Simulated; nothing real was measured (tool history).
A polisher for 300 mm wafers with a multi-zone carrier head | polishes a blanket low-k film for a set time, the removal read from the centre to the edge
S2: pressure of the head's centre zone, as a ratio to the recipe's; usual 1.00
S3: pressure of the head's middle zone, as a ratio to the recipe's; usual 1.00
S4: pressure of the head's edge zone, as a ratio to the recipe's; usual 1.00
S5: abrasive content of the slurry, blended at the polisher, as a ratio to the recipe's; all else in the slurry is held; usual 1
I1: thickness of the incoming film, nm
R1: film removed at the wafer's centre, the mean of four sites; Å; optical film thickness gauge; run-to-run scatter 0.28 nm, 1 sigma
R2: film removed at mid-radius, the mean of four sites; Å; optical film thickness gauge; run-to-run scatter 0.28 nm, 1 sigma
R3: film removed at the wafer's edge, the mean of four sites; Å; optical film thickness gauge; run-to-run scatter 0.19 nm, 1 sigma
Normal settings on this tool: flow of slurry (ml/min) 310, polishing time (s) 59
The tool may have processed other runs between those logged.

run 1 hour=0.0 | flow_of_slurry_(ml/min)=310 S2=1.00 S3=1.00 S4=0.93 S5=1 polishing_time_(s)=59 | I1=453.3 | R1=206 R2=203 R3=191
run 2 hour=37.7 | flow_of_slurry_(ml/min)=310 S2=1.00 S3=1.00 S4=1.00 S5=1 polishing_time_(s)=59 | I1=460.0 | R1=202 R2=200 R3=198
run 3 hour=83.4 | flow_of_slurry_(ml/min)=280 S2=1.00 S3=1.00 S4=1.00 S5=1 polishing_time_(s)=59 | I1=456.6 | R1=210 R2=197 R3=196
-- hour=122.1 worn pad replaced by a new one
run 4 hour=142.7 | flow_of_slurry_(ml/min)=280 S2=1.00 S3=1.00 S4=1.00 S5=1 polishing_time_(s)=59 | I1=463.7 | R1=207 R2=200 R3=195
run 5 hour=179.1 | flow_of_slurry_(ml/min)=280 S2=1.00 S3=1.00 S4=1.00 S5=1 polishing_time_(s)=59 | I1=460.1 | R1=204 R2=201 R3=193
run 6 hour=226.1 | flow_of_slurry_(ml/min)=310 S2=1.03 S3=1.00 S4=1.00 S5=1 polishing_time_(s)=59 | I1=457.9 | R1=216 R2=204 R3=195
run 7 hour=290.9 | flow_of_slurry_(ml/min)=310 S2=1.03 S3=1.00 S4=1.00 S5=1 polishing_time_(s)=59 | I1=465.5 | R1=220 R2=197 R3=195
run 8 hour=349.6 | flow_of_slurry_(ml/min)=310 S2=1.03 S3=1.00 S4=1.00 S5=1 polishing_time_(s)=59 | I1=452.5 | R1=221 R2=199 R3=193
-- hour=361.7 worn pad replaced by a new one
run 9 hour=421.3 | flow_of_slurry_(ml/min)=310 S2=1.00 S3=1.00 S4=1.00 S5=1 polishing_time_(s)=59 | I1=456.6 | R1=208 R2=195 R3=195
-- hour=431.0 centre zone pressure recalibrated
run 10 hour=477.0 | flow_of_slurry_(ml/min)=310 S2=1.00 S3=1.00 S4=1.00 S5=1 polishing_time_(s)=59 | I1=462.5 | R1=189 R2=201 R3=196
run 11 hour=530.5 | flow_of_slurry_(ml/min)=310 S2=1.11 S3=0.88 S4=1.00 S5=1 polishing_time_(s)=59 | I1=452.9 | R1=209 R2=178 R3=192
-- hour=539.0 edge zone pressure recalibrated
run 12 hour=574.8 | flow_of_slurry_(ml/min)=415 S2=0.95 S3=1.00 S4=1.00 S5=1 polishing_time_(s)=78 | I1=462.8 | R1=250 R2=266 R3=261
-- hour=595.0 worn pad replaced by a new one
run 13 hour=644.4 | flow_of_slurry_(ml/min)=310 S2=1.00 S3=1.00 S4=1.00 S5=1 polishing_time_(s)=59 | I1=459.7 | R1=187 R2=188 R3=187
-- hour=654.1 carrier head's membrane replaced by a new one
run 14 hour=703.4 | flow_of_slurry_(ml/min)=310 S2=1.00 S3=1.07 S4=1.00 S5=1 polishing_time_(s)=59 | I1=456.9 | R1=182 R2=194 R3=188
run 15 hour=767.5 | flow_of_slurry_(ml/min)=345 S2=1.00 S3=1.00 S4=1.00 S5=1 polishing_time_(s)=59 | I1=457.2 | R1=185 R2=188 R3=188
-- hour=812.0 slurry nozzle cleaned
-- hour=831.4 worn pad replaced by a new one
run 16 hour=831.9 | flow_of_slurry_(ml/min)=310 S2=1.00 S3=1.00 S4=0.91 S5=1 polishing_time_(s)=59 | I1=457.0 | R1=204 R2=204 R3=188
run 17 hour=870.5 | flow_of_slurry_(ml/min)=310 S2=1.00 S3=1.00 S4=1.12 S5=1 polishing_time_(s)=59 | I1=456.0 | R1=199 R2=203 R3=212
run 18 hour=930.5 | flow_of_slurry_(ml/min)=310 S2=1.00 S3=1.00 S4=1.00 S5=1 polishing_time_(s)=59 | I1=450.0 | R1=200 R2=206 R3=198
-- hour=1097.0 worn pad replaced by a new one
run 19 hour=1118.1 | flow_of_slurry_(ml/min)=310 S2=1.00 S3=0.95 S4=1.00 S5=1 polishing_time_(s)=59 | I1=453.2 | R1=203 R2=196 R3=198
run 20 hour=1146.6 | flow_of_slurry_(ml/min)=310 S2=1.00 S3=1.00 S4=1.12 S5=1 polishing_time_(s)=59 | I1=456.4 | R1=203 R2=206 R3=209
run 21 hour=1186.3 | flow_of_slurry_(ml/min)=205 S2=1.05 S3=0.94 S4=1.00 S5=1 polishing_time_(s)=46 | I1=454.7 | R1=157 R2=141 R3=147
run 22 hour=1320.1 | flow_of_slurry_(ml/min)=205 S2=1.00 S3=1.00 S4=1.00 S5=1 polishing_time_(s)=46 | I1=462.3 | R1=152 R2=146 R3=144

State the hidden condition of the tool at each of the runs:
removal rate lost through wear of the pad, %: 0 in every run
deviation of the edge zone's pressure from its setpoint, %: 0 in every run
H1: slurry flow missing at the pad, %
H2: deviation of the centre zone's pressure from its setpoint, %
run=1 H1=4.69 H2=7.92
run=2 H1=5.01 H2=8.22
run=3 H1=5.62 H2=8.58
run=4 H1=6.8 H2=9.06
run=5 H1=7.74 H2=9.35
run=6 H1=9.18 H2=9.72
run=7 H1=11.6 H2=10.2
run=8 H1=14.2 H2=10.7
run=9 H1=18 H2=11.3
run=10 H1=21.4 H2=0.637
run=11 H1=25 H2=1.06
run=12 H1=28.2 H2=1.42
run=13 H1=33.8 H2=1.97
run=14 H1=39 H2=2.44
run=15 H1=45.1 H2=2.95
run=16 H1=0.534 H2=3.46
run=17 H1=0.717 H2=3.77
run=18 H1=1.36 H2=4.25
run=19 H1=6.18 H2=5.75
run=20 H1=7.28 H2=5.97
run=21 H1=8.99 H2=6.29
run=22 H1=16.1 H2=7.35
